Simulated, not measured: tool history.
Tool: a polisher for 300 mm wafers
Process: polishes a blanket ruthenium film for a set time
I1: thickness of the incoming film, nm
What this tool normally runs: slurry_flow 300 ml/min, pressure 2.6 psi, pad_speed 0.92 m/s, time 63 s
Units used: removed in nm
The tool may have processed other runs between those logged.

Run 1, day 0: usual settings; I1 546.5. Result: removed 88.3 nm.
Run 2, day 2.771: usual settings; I1 555.7. Result: removed 88.6 nm.
Run 3, day 5.454: usual settings but pad_speed 1 m/s; I1 549.8. Result: removed 96.4 nm.
Run 4, day 6.75: usual settings; I1 552.1. Result: removed 88.8 nm.
Run 5, day 9.546: usual settings; I1 552.2. Result: removed 85.6 nm.
Run 6, day 11.129: usual settings; I1 554.9. Result: removed 85.5 nm.
Run 7, day 13.971: usual settings; I1 546.4. Result: removed 85.6 nm.
Run 8, day 15.158: usual settings; I1 547.5. Result: removed 89.9 nm.
Run 9, day 16.662: usual settings; I1 544.4. Result: removed 90.1 nm.
Run 10, day 17.988: usual settings; I1 558.9. Result: removed 91 nm.
Run 11, day 20.579: usual settings; I1 554.2. Result: removed 85.2 nm.
Run 12, day 22.7: usual settings; I1 541.2. Result: removed 87.4 nm.
Run 13, day 23.892: usual settings; I1 545.4. Result: removed 85.5 nm.
Run 14, day 26.325: usual settings; I1 548.8. Result: removed 87.4 nm.
Run 15, day 32.379: usual settings; I1 547.7. Result: removed 91.1 nm.
Run 16, day 34.921: usual settings; I1 542.6. Result: removed 91.2 nm.
Run 17, day 37.162: usual settings; I1 556.9. Result: removed 88.7 nm.
Run 18, day 38.904: usual settings but time 68 s; I1 546.3. Result: removed 92.1 nm.
Run 19, day 41.042: usual settings but pressure 2.9 psi, pad_speed 1.02 m/s, time 72 s; I1 560.6. Result: removed 120 nm.
Run 20, day 42.15: usual settings but slurry_flow 210 ml/min, time 81 s; I1 548. Result: removed 110.2 nm.
Run 21, day 43.171: usual settings but pad_speed 1.04 m/s; I1 549.7. Result: removed 97.6 nm.
Run 22, day 45.633: usual settings but slurry_flow 385 ml/min, pressure 2.9 psi, pad_speed 0.84 m/s; I1 542.2. Result: removed 90.5 nm.
Run 23, day 47.175: usual settings but slurry_flow 400 ml/min, pressure 2.2 psi; I1 554.2. Result: removed 79.2 nm.
Run 24, day 48.183: usual settings but slurry_flow 220 ml/min, pressure 2 psi; I1 552.9. Result: removed 68.5 nm.
Run 25, day 49.538: usual settings but pad_speed 1 m/s; I1 551.3. Result: removed 96.2 nm.
Run 26, day 51.696: usual settings but pressure 3.2 psi; I1 545.4. Result: removed 107.4 nm.
Run 27, day 54.5: usual settings but slurry_flow 270 ml/min, pressure 2.2 psi; I1 546.5. Result: removed 73.4 nm.
Run 28, day 55.921: usual settings; I1 548.6. Result: removed 87.2 nm.
Run 29, day 57.896: usual settings but pad_speed 1.02 m/s, time 80 s; I1 546.9. Result: removed 119.6 nm.
Run 30, day 59.708: usual settings but slurry_flow 255 ml/min; I1 548. Result: removed 89.7 nm.
Run 31, day 61.292: usual settings but time 46 s; I1 554. Result: removed 66.6 nm.
Run 32, day 63.888: usual settings; I1 553.7. Result: removed 87.9 nm.
Run 33, day 66.029: usual settings but pad_speed 1 m/s, time 79 s; I1 543.7. Result: removed 120.6 nm.
Run 34, day 67.692: usual settings but pressure 1.7 psi, pad_speed 1.08 m/s; I1 555.6. Result: removed 69.7 nm.
Run 35, day 69.112: usual settings but slurry_flow 395 ml/min; I1 546.5. Result: removed 87.6 nm.
Run 36, day 71.875: usual settings but slurry_flow 335 ml/min, pressure 2 psi, pad_speed 1.22 m/s, time 85 s; I1 542.8. Result: removed 121.1 nm.
Run 37, day 74.767: usual settings; I1 547. Result: removed 84.3 nm.

Taken out of this log: 14 entries between the listed runs. Where each belongs, and how the hidden state differs across it:
Between runs 2 and 3: slurry nozzle cleaned (day 3.796); head pressure recalibrated (day 4.962)
  removal rate lost through wear of the pad, %: 2.32 -> 3.62
  what was measured, less what the result would be without the hidden state, removed: -2.1 -> -3.7 nm
Between runs 7 and 8: worn pad replaced by a new one (day 14.967)
  removal rate lost through wear of the pad, %: 7.74 -> 0.974
  what was measured, less what the result would be without the hidden state, removed: -7.2 -> -0.9 nm
Between runs 10 and 11: slurry nozzle cleaned (day 20.125)
  removal rate lost through wear of the pad, %: 2.34 -> 3.6
  what was measured, less what the result would be without the hidden state, removed: -2.1 -> -3.2 nm
Between runs 11 and 12: head pressure recalibrated (day 20.908)
  removal rate lost through wear of the pad, %: 3.6 -> 4.62
  what was measured, less what the result would be without the hidden state, removed: -3.2 -> -4.2 nm
Between runs 14 and 15: worn pad replaced by a new one (day 29.683)
  removal rate lost through wear of the pad, %: 6.38 -> 1.45
  what was measured, less what the result would be without the hidden state, removed: -6 -> -1.3 nm
Between runs 16 and 17: head pressure recalibrated (day 35.1); slurry nozzle cleaned (day 36.562)
  removal rate lost through wear of the pad, %: 2.68 -> 3.77
  what was measured, less what the result would be without the hidden state, removed: -2.5 -> -3.5 nm
Between runs 21 and 22: worn pad replaced by a new one (day 44.138)
  removal rate lost through wear of the pad, %: 6.67 -> 1.14
  what was measured, less what the result would be without the hidden state, removed: -6.9 -> -1 nm
Between runs 25 and 26: head pressure recalibrated (day 51.683)
  removal rate lost through wear of the pad, %: 3.03 -> 4.08
  what was measured, less what the result would be without the hidden state, removed: -3 -> -4.6 nm
Between runs 26 and 27: slurry nozzle cleaned (day 54.258)
  removal rate lost through wear of the pad, %: 4.08 -> 5.43
  what was measured, less what the result would be without the hidden state, removed: -4.6 -> -4.2 nm
Between runs 29 and 30: worn pad replaced by a new one (day 59.446)
  removal rate lost through wear of the pad, %: 7.08 -> 0.292
  what was measured, less what the result would be without the hidden state, removed: -9.1 -> -0.2 nm
Between runs 32 and 33: head pressure recalibrated (day 65.625)
  removal rate lost through wear of the pad, %: 2.31 -> 3.35
  what was measured, less what the result would be without the hidden state, removed: -2.1 -> -4.2 nm
Between runs 35 and 36: slurry nozzle cleaned (day 69.45)
  removal rate lost through wear of the pad, %: 4.84 -> 6.18
  what was measured, less what the result would be without the hidden state, removed: -4.4 -> -7.9 nm
